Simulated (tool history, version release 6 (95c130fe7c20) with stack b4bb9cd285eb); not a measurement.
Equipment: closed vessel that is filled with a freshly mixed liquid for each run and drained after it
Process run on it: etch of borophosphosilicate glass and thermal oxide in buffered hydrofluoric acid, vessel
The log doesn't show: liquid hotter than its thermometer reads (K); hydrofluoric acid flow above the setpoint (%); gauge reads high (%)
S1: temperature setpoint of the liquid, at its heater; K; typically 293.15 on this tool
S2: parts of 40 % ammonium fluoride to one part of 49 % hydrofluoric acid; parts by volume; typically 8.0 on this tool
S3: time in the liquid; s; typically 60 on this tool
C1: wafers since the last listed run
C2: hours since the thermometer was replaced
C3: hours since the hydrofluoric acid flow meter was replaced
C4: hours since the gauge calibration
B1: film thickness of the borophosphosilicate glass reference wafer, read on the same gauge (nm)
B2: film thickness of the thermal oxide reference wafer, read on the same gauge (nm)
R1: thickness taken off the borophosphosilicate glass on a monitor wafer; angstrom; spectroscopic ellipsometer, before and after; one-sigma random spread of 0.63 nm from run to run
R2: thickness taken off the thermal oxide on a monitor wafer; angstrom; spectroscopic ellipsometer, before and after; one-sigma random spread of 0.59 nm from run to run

| run | hour | S1 | S2 | S3 | C1 | C2 | C3 | C4 | B1 | B2 | R1 | R2 |
|---|---|---|---|---|---|---|---|---|---|---|---|---|
| 1 | 0.0 | 290.15 | 8.0 | 60 | 0 | 306.0 | 626.7 | 627.2 | 59.99 | 130.00 | 1494.0 | 530.5 |
| 2 | 69.1 | 290.65 | 8.0 | 60 | 5303 | 375.1 | 695.8 | 696.3 | 59.99 | 130.01 | 1532.9 | 552.1 |
| 3 | 132.0 | 290.65 | 8.0 | 60 | 4827 | 438.0 | 758.7 | 759.2 | 60.01 | 130.02 | 1527.8 | 539.8 |
|  | 152.1 | hydrofluoric acid flow meter replaced |
| 4 | 174.4 | 290.65 | 8.0 | 60 | 3177 | 480.4 | 22.3 | 801.6 | 59.99 | 130.01 | 1540.7 | 547.2 |
| 5 | 237.5 | 293.15 | 8.0 | 60 | 4842 | 543.5 | 85.4 | 864.7 | 59.99 | 130.00 | 1766.2 | 637.4 |
| 6 | 290.3 | 293.15 | 8.0 | 60 | 4052 | 596.3 | 138.2 | 917.5 | 59.99 | 129.99 | 1774.9 | 633.6 |
| 7 | 357.0 | 296.65 | 7.0 | 60 | 5118 | 663.0 | 204.9 | 984.2 | 60.00 | 130.02 | 2486.1 | 882.1 |
| 8 | 426.1 | 296.65 | 7.0 | 60 | 5303 | 732.1 | 274.0 | 1053.3 | 60.02 | 130.00 | 2504.6 | 879.1 |
| 9 | 485.2 | 296.65 | 7.0 | 60 | 4535 | 791.2 | 333.1 | 1112.4 | 60.02 | 130.00 | 2513.4 | 891.4 |
| 10 | 532.9 | 293.15 | 8.0 | 60 | 3660 | 838.9 | 380.8 | 1160.1 | 60.00 | 130.03 | 1788.0 | 630.1 |
| 11 | 602.9 | 295.15 | 8.0 | 75 | 5372 | 908.9 | 450.8 | 1230.1 | 59.99 | 130.04 | 2507.2 | 899.5 |
| 12 | 638.4 | 295.15 | 8.0 | 75 | 2724 | 944.4 | 486.3 | 1265.6 | 59.99 | 129.99 | 2515.1 | 891.5 |
|  | 702.1 | thermometer replaced |
| 13 | 708.2 | 297.15 | 10.0 | 60 | 5280 | 6.1 | 556.1 | 1335.4 | 60.02 | 130.02 | 1909.7 | 687.6 |
| 14 | 774.7 | 295.65 | 10.5 | 50 | 5103 | 72.6 | 622.6 | 1401.9 | 59.98 | 130.00 | 1409.7 | 493.1 |
|  | 800.9 | gauge calibrated |
|  | 832.5 | hydrofluoric acid flow meter replaced |
| 15 | 837.5 | 293.15 | 8.0 | 60 | 4742 | 135.4 | 5.0 | 36.6 | 60.01 | 130.01 | 1869.8 | 663.8 |
|  | 974.8 | thermometer replaced, repeated, since the last time left the tool worse |
| 16 | 1043.7 | 293.15 | 8.0 | 60 | 15748 | 68.9 | 211.2 | 242.8 | 60.01 | 130.01 | 1742.6 | 619.4 |
| 17 | 1095.6 | 293.15 | 6.0 | 60 | 3983 | 120.8 | 263.1 | 294.7 | 59.99 | 130.01 | 2304.1 | 811.5 |
| 18 | 1144.4 | 293.15 | 8.0 | 45 | 3745 | 169.6 | 311.9 | 343.5 | 59.98 | 130.00 | 1305.2 | 461.4 |
| 19 | 1168.8 | 293.15 | 8.0 | 60 | 1872 | 194.0 | 336.3 | 367.9 | 59.99 | 130.01 | 1744.8 | 608.8 |
| 20 | 1238.9 | 297.15 | 9.0 | 80 | 5379 | 264.1 | 406.4 | 438.0 | 60.00 | 129.96 | 2547.9 | 909.7 |
| 21 | 1275.2 | 293.15 | 8.0 | 80 | 2785 | 300.4 | 442.7 | 474.3 | 60.00 | 130.01 | 2344.2 | 837.0 |
| 22 | 1340.0 | 290.65 | 8.0 | 60 | 4973 | 365.2 | 507.5 | 539.1 | 60.00 | 129.99 | 1524.5 | 544.9 |
| 23 | 1401.4 | 294.65 | 6.0 | 30 | 4712 | 426.6 | 568.9 | 600.5 | 59.99 | 129.97 | 1276.9 | 448.9 |
| 24 | 1456.8 | 293.15 | 5.5 | 60 | 4251 | 482.0 | 624.3 | 655.9 | 60.01 | 130.01 | 2534.2 | 903.7 |

What if the next run were any one of these 5? Each begins from the tool's condition after run 24:
| A | 1457.5 | 293.15 | 8.0 | 60 | 53 | 482.7 | 625.0 | 656.6 | ? | ? | ? | ? |
| B | 1457.5 | 290.15 | 6.5 | 60 | 53 | 482.7 | 625.0 | 656.6 | ? | ? | ? | ? |
| C | 1457.5 | 297.15 | 6.0 | 60 | 53 | 482.7 | 625.0 | 656.6 | ? | ? | ? | ? |
| D | 1457.5 | 293.15 | 5.0 | 70 | 53 | 482.7 | 625.0 | 656.6 | ? | ? | ? | ? |
| E | 1457.5 | 293.15 | 8.0 | 75 | 53 | 482.7 | 625.0 | 656.6 | ? | ? | ? | ? |

| run | B1 | B2 | R1 | R2 |
|---|---|---|---|---|
| A | 60.00 | 130.00 | 1775.7 | 636.0 |
| B | 60.00 | 130.00 | 1859.4 | 661.9 |
| C | 60.00 | 130.00 | 2925.9 | 1046.2 |
| D | 60.00 | 130.00 | 3225.7 | 1143.3 |
| E | 60.00 | 130.00 | 2219.7 | 794.9 |
Without the tool's unlogged condition, the same runs would have read:
| run | R1 | R2 |
|---|---|---|
| A | 1720.9 | 616.0 |
| B | 1801.0 | 640.7 |
| C | 2838.0 | 1014.3 |
| D | 3126.8 | 1107.6 |
| E | 2151.1 | 770.0 |
